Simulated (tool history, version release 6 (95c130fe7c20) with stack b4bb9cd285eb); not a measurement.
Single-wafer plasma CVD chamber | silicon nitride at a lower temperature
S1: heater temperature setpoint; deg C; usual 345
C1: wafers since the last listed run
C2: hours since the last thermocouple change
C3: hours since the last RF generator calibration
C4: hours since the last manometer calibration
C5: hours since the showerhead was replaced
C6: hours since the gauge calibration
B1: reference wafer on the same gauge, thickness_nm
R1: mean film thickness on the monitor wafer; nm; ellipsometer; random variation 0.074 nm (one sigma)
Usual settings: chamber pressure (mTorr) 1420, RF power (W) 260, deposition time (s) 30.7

{"run": 1, "hour": 0.0, "S1": 345, "chamber pressure (mTorr)": 1420, "RF power (W)": 260, "deposition time (s)": 30.7, "C1": 0, "C2": 72, "C3": 1664.3, "C4": 306, "C5": 4556, "C6": 1235.5, "B1": 35.294, "R1": 30.804}
{"run": 2, "hour": 70.4, "S1": 345, "chamber pressure (mTorr)": 1340, "RF power (W)": 260, "deposition time (s)": 30.7, "C1": 1669, "C2": 142.4, "C3": 1734.7, "C4": 376.4, "C5": 4626.4, "C6": 1305.9, "B1": 35.307, "R1": 30.068}
{"run": 3, "hour": 116.7, "S1": 345, "chamber pressure (mTorr)": 1420, "RF power (W)": 260, "deposition time (s)": 30.7, "C1": 1098, "C2": 188.7, "C3": 1781, "C4": 422.7, "C5": 4672.7, "C6": 1352.2, "B1": 35.304, "R1": 30.561}
{"run": 4, "hour": 180.4, "S1": 345, "chamber pressure (mTorr)": 1420, "RF power (W)": 260, "deposition time (s)": 30.7, "C1": 1510, "C2": 252.4, "C3": 1844.7, "C4": 486.4, "C5": 4736.4, "C6": 1415.9, "B1": 35.301, "R1": 30.737}
{"run": 5, "hour": 277.0, "S1": 345, "chamber pressure (mTorr)": 1420, "RF power (W)": 260, "deposition time (s)": 30.7, "C1": 2291, "C2": 349, "C3": 1941.3, "C4": 583, "C5": 4833, "C6": 1512.5, "B1": 35.31, "R1": 30.745}
{"run": 6, "hour": 371.5, "S1": 345, "chamber pressure (mTorr)": 1420, "RF power (W)": 260, "deposition time (s)": 30.7, "C1": 2241, "C2": 443.5, "C3": 2035.8, "C4": 677.5, "C5": 4927.5, "C6": 1607, "B1": 35.307, "R1": 30.702}
{"run": 7, "hour": 409.7, "S1": 345, "chamber pressure (mTorr)": 1420, "RF power (W)": 260, "deposition time (s)": 30.7, "C1": 906, "C2": 481.7, "C3": 2074, "C4": 715.7, "C5": 4965.7, "C6": 1645.2, "B1": 35.294, "R1": 30.755}
{"run": 8, "hour": 473.4, "S1": 334, "chamber pressure (mTorr)": 1420, "RF power (W)": 260, "deposition time (s)": 30.7, "C1": 1510, "C2": 545.4, "C3": 2137.7, "C4": 779.4, "C5": 5029.4, "C6": 1708.9, "B1": 35.307, "R1": 30.941}
{"run": 9, "hour": 545.2, "S1": 334, "chamber pressure (mTorr)": 1420, "RF power (W)": 260, "deposition time (s)": 30.7, "C1": 1703, "C2": 617.2, "C3": 2209.5, "C4": 851.2, "C5": 5101.2, "C6": 1780.7, "B1": 35.293, "R1": 30.867}
{"hour": 609.7, "done": "showerhead replaced"}
{"run": 10, "hour": 610.2, "S1": 345, "chamber pressure (mTorr)": 1420, "RF power (W)": 260, "deposition time (s)": 30.7, "C1": 1352, "C2": 682.2, "C3": 2274.5, "C4": 916.2, "C5": 0.5, "C6": 1845.7, "B1": 35.3, "R1": 30.766}
{"hour": 640.4, "done": "RF generator calibrated"}
{"run": 11, "hour": 655.1, "S1": 338, "chamber pressure (mTorr)": 1420, "RF power (W)": 260, "deposition time (s)": 30.7, "C1": 875, "C2": 727.1, "C3": 14.7, "C4": 961.1, "C5": 45.4, "C6": 1890.6, "B1": 35.296, "R1": 31.543}
{"run": 12, "hour": 706.2, "S1": 338, "chamber pressure (mTorr)": 1420, "RF power (W)": 260, "deposition time (s)": 30.7, "C1": 1212, "C2": 778.2, "C3": 65.8, "C4": 1012.2, "C5": 96.5, "C6": 1941.7, "B1": 35.295, "R1": 31.532}
{"run": 13, "hour": 758.2, "S1": 338, "chamber pressure (mTorr)": 1420, "RF power (W)": 260, "deposition time (s)": 30.7, "C1": 1233, "C2": 830.2, "C3": 117.8, "C4": 1064.2, "C5": 148.5, "C6": 1993.7, "B1": 35.291, "R1": 31.384}
{"hour": 812.4, "done": "gauge calibrated"}
{"run": 14, "hour": 813.7, "S1": 345, "chamber pressure (mTorr)": 1420, "RF power (W)": 260, "deposition time (s)": 30.7, "C1": 1316, "C2": 885.7, "C3": 173.3, "C4": 1119.7, "C5": 204, "C6": 1.3, "B1": 35.31, "R1": 31.412}
{"run": 15, "hour": 886.8, "S1": 353, "chamber pressure (mTorr)": 1420, "RF power (W)": 240, "deposition time (s)": 30.7, "C1": 1733, "C2": 958.8, "C3": 246.4, "C4": 1192.8, "C5": 277.1, "C6": 74.4, "B1": 35.299, "R1": 30.306}
{"hour": 916.6, "done": "thermocouple changed; heater temperature recalibrated"}
{"run": 16, "hour": 975.0, "S1": 345, "chamber pressure (mTorr)": 1670, "RF power (W)": 285, "deposition time (s)": 32.7, "C1": 1902, "C2": 58.4, "C3": 334.6, "C4": 1281, "C5": 365.3, "C6": 162.6, "B1": 35.315, "R1": 36.937}
{"run": 17, "hour": 1082.7, "S1": 345, "chamber pressure (mTorr)": 1420, "RF power (W)": 245, "deposition time (s)": 30.7, "C1": 2554, "C2": 166.1, "C3": 442.3, "C4": 1388.7, "C5": 473, "C6": 270.3, "B1": 35.302, "R1": 30.709}
{"run": 18, "hour": 1180.1, "S1": 345, "chamber pressure (mTorr)": 1420, "RF power (W)": 260, "deposition time (s)": 30.7, "C1": 2310, "C2": 263.5, "C3": 539.7, "C4": 1486.1, "C5": 570.4, "C6": 367.7, "B1": 35.297, "R1": 31.373}
{"run": 19, "hour": 1259.8, "S1": 336, "chamber pressure (mTorr)": 1420, "RF power (W)": 210, "deposition time (s)": 30.7, "C1": 1890, "C2": 343.2, "C3": 619.4, "C4": 1565.8, "C5": 650.1, "C6": 447.4, "B1": 35.304, "R1": 29.049}
{"run": 20, "hour": 1307.2, "S1": 345, "chamber pressure (mTorr)": 1420, "RF power (W)": 260, "deposition time (s)": 30.7, "C1": 1124, "C2": 390.6, "C3": 666.8, "C4": 1613.2, "C5": 697.5, "C6": 494.8, "B1": 35.305, "R1": 31.314}
{"run": 21, "hour": 1386.2, "S1": 332, "chamber pressure (mTorr)": 1420, "RF power (W)": 290, "deposition time (s)": 30.7, "C1": 1873, "C2": 469.6, "C3": 745.8, "C4": 1692.2, "C5": 776.5, "C6": 573.8, "B1": 35.294, "R1": 32.789}
{"run": 22, "hour": 1426.4, "S1": 345, "chamber pressure (mTorr)": 1420, "RF power (W)": 260, "deposition time (s)": 30.7, "C1": 953, "C2": 509.8, "C3": 786, "C4": 1732.4, "C5": 816.7, "C6": 614, "B1": 35.295, "R1": 31.257}
{"hour": 1468.5, "done": "capacitance manometer re-zeroed and calibrated"}
{"run": 23, "hour": 1492.7, "S1": 345, "chamber pressure (mTorr)": 1420, "RF power (W)": 260, "deposition time (s)": 30.7, "C1": 1382, "C2": 576.1, "C3": 852.3, "C4": 24.2, "C5": 883, "C6": 680.3, "B1": 35.296, "R1": 30.521}
{"run": 24, "hour": 1539.6, "S1": 345, "chamber pressure (mTorr)": 1420, "RF power (W)": 260, "deposition time (s)": 30.7, "C1": 1112, "C2": 623, "C3": 899.2, "C4": 71.1, "C5": 929.9, "C6": 727.2, "B1": 35.32, "R1": 30.746}
{"run": 25, "hour": 1593.6, "S1": 332, "chamber pressure (mTorr)": 1420, "RF power (W)": 260, "deposition time (s)": 28.5, "C1": 1280, "C2": 677, "C3": 953.2, "C4": 125.1, "C5": 983.9, "C6": 781.2, "B1": 35.284, "R1": 28.689}
{"run": 26, "hour": 1697.5, "S1": 333, "chamber pressure (mTorr)": 1420, "RF power (W)": 260, "deposition time (s)": 24.7, "C1": 2464, "C2": 780.9, "C3": 1057.1, "C4": 229, "C5": 1087.8, "C6": 885.1, "B1": 35.278, "R1": 24.928}
{"run": 27, "hour": 1739.5, "S1": 345, "chamber pressure (mTorr)": 1420, "RF power (W)": 245, "deposition time (s)": 30.7, "C1": 996, "C2": 822.9, "C3": 1099.1, "C4": 271, "C5": 1129.8, "C6": 927.1, "B1": 35.292, "R1": 30.147}
{"run": 28, "hour": 1786.8, "S1": 340, "chamber pressure (mTorr)": 1420, "RF power (W)": 260, "deposition time (s)": 30.7, "C1": 1121, "C2": 870.2, "C3": 1146.4, "C4": 318.3, "C5": 1177.1, "C6": 974.4, "B1": 35.296, "R1": 30.918}
{"run": 29, "hour": 1875.2, "S1": 337, "chamber pressure (mTorr)": 1600, "RF power (W)": 220, "deposition time (s)": 25.5, "C1": 2096, "C2": 958.6, "C3": 1234.8, "C4": 406.7, "C5": 1265.5, "C6": 1062.8, "B1": 35.299, "R1": 25.363}

Hidden state at the last listed run before each entry between runs and at the first one after, where it differs:
Between runs 9 and 10: showerhead replaced (hour 609.7)
  delivered RF power above the setpoint (%): -5.56 -> -5.72; true pressure above the setpoint (%): 3.67 -> 3.82
  measured less the result without the state, R1: -0.229 -> -0.231 nm
Between runs 10 and 11: RF generator calibrated (hour 640.4)
  delivered RF power above the setpoint (%): -5.72 -> -0.663; true pressure above the setpoint (%): 3.82 -> 3.91
  measured less the result without the state, R1: -0.231 -> +0.409 nm
Between runs 13 and 14: gauge calibrated (hour 812.4)
  delivered RF power above the setpoint (%): -0.915 -> -1.05; true pressure above the setpoint (%): 4.11 -> 4.2
  measured less the result without the state, R1: +0.4 -> +0.394 nm
Between runs 15 and 16: thermocouple changed; heater temperature recalibrated (hour 916.6)
  delivered RF power above the setpoint (%): -1.23 -> -1.44; true pressure above the setpoint (%): 4.31 -> 4.43
  measured less the result without the state, R1: +0.372 -> +0.417 nm
Between runs 22 and 23: capacitance manometer re-zeroed and calibrated (hour 1468.5)
  delivered RF power above the setpoint (%): -2.55 -> -2.71; true pressure above the setpoint (%): 4.85 -> 0.126
  measured less the result without the state, R1: +0.286 -> -0.311 nm
